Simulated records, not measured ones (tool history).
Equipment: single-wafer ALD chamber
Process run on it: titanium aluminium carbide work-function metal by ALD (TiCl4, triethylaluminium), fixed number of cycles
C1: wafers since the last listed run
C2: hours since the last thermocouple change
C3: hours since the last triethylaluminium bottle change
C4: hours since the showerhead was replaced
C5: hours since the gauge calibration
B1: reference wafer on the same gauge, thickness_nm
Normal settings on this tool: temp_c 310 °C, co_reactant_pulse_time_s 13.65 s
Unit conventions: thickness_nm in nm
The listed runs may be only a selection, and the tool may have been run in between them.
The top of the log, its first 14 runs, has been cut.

run 15 day=35.217 | temp_c=310 co_reactant_pulse_time_s=13.65 | C1=808 C2=281.2 C3=278.2 C4=3409.8 C5=1737.5 | B1=2.110 | thickness_nm=1.880
run 16 day=36.858 | temp_c=310 co_reactant_pulse_time_s=13.65 | C1=492 C2=320.6 C3=317.6 C4=3449.2 C5=1776.9 | B1=2.109 | thickness_nm=1.873
-- day=37.846 showerhead replaced
run 17 day=37.979 | temp_c=310 co_reactant_pulse_time_s=8.83 | C1=236 C2=347.5 C3=344.5 C4=3.2 C5=1803.8 | B1=2.108 | thickness_nm=1.611
-- day=38.458 triethylaluminium bottle replaced, repeated, since the last time left the tool worse
run 18 day=40.375 | temp_c=321 co_reactant_pulse_time_s=11.00 | C1=619 C2=405.0 C3=46.0 C4=60.7 C5=1861.3 | B1=2.110 | thickness_nm=2.071
run 19 day=41.704 | temp_c=310 co_reactant_pulse_time_s=13.65 | C1=399 C2=436.9 C3=77.9 C4=92.6 C5=1893.2 | B1=2.109 | thickness_nm=2.009
-- day=41.788 gauge calibrated
run 20 day=45.888 | temp_c=321 co_reactant_pulse_time_s=11.00 | C1=1255 C2=537.3 C3=178.3 C4=193.0 C5=98.4 | B1=2.109 | thickness_nm=2.070
run 21 day=46.979 | temp_c=303 co_reactant_pulse_time_s=17.63 | C1=327 C2=563.5 C3=204.5 C4=219.2 C5=124.6 | B1=2.109 | thickness_nm=1.965
run 22 day=49.879 | temp_c=324 co_reactant_pulse_time_s=8.89 | C1=870 C2=633.1 C3=274.1 C4=288.8 C5=194.2 | B1=2.109 | thickness_nm=2.011
run 23 day=52.342 | temp_c=324 co_reactant_pulse_time_s=8.89 | C1=739 C2=692.2 C3=333.2 C4=347.9 C5=253.3 | B1=2.110 | thickness_nm=2.003
run 24 day=53.558 | temp_c=316 co_reactant_pulse_time_s=8.65 | C1=365 C2=721.4 C3=362.4 C4=377.1 C5=282.5 | B1=2.111 | thickness_nm=1.929
run 25 day=55.804 | temp_c=298 co_reactant_pulse_time_s=13.65 | C1=674 C2=775.3 C3=416.3 C4=431.0 C5=336.4 | B1=2.108 | thickness_nm=1.899
run 26 day=58.321 | temp_c=319 co_reactant_pulse_time_s=10.16 | C1=755 C2=835.7 C3=476.7 C4=491.4 C5=396.8 | B1=2.112 | thickness_nm=2.011
run 27 day=60.554 | temp_c=310 co_reactant_pulse_time_s=16.61 | C1=670 C2=889.3 C3=530.3 C4=545.0 C5=450.4 | B1=2.110 | thickness_nm=2.013
-- day=62.196 triethylaluminium bottle replaced
run 28 day=62.625 | temp_c=310 co_reactant_pulse_time_s=13.65 | C1=521 C2=939.0 C3=10.3 C4=594.7 C5=500.1 | B1=2.109 | thickness_nm=2.018
run 29 day=63.688 | temp_c=310 co_reactant_pulse_time_s=13.65 | C1=318 C2=964.5 C3=35.8 C4=620.2 C5=525.6 | B1=2.110 | thickness_nm=2.006
run 30 day=64.708 | temp_c=323 co_reactant_pulse_time_s=15.50 | C1=306 C2=989.0 C3=60.3 C4=644.7 C5=550.1 | B1=2.109 | thickness_nm=2.137
run 31 day=66.542 | temp_c=310 co_reactant_pulse_time_s=16.64 | C1=550 C2=1033.0 C3=104.3 C4=688.7 C5=594.1 | B1=2.111 | thickness_nm=2.034
run 32 day=68.283 | temp_c=322 co_reactant_pulse_time_s=12.09 | C1=522 C2=1074.8 C3=146.1 C4=730.5 C5=635.9 | B1=2.110 | thickness_nm=2.091

What if the next run were any one of these 5? Each begins from the tool's condition after run 32:
run A day=68.300 | temp_c=310 co_reactant_pulse_time_s=11.84 | C1=5 C2=1075.2 C3=146.5 C4=730.9 C5=636.3 | B1=? | thickness_nm=?
run B day=68.300 | temp_c=302 co_reactant_pulse_time_s=10.48 | C1=5 C2=1075.2 C3=146.5 C4=730.9 C5=636.3 | B1=? | thickness_nm=?
run C day=68.300 | temp_c=319 co_reactant_pulse_time_s=8.62 | C1=5 C2=1075.2 C3=146.5 C4=730.9 C5=636.3 | B1=? | thickness_nm=?
run D day=68.300 | temp_c=320 co_reactant_pulse_time_s=17.00 | C1=5 C2=1075.2 C3=146.5 C4=730.9 C5=636.3 | B1=? | thickness_nm=?
run E day=68.300 | temp_c=310 co_reactant_pulse_time_s=10.05 | C1=5 C2=1075.2 C3=146.5 C4=730.9 C5=636.3 | B1=? | thickness_nm=?

run=A B1=2.111 thickness_nm=1.991
run=B B1=2.111 thickness_nm=1.897
run=C B1=2.111 thickness_nm=1.974
run=D B1=2.111 thickness_nm=2.116
run=E B1=2.111 thickness_nm=1.953
Stripped of hidden state, with their random variation kept, the same runs would have yielded:
run=A thickness_nm=2.002
run=B thickness_nm=1.912
run=C thickness_nm=1.999
run=D thickness_nm=2.119
run=E thickness_nm=1.970
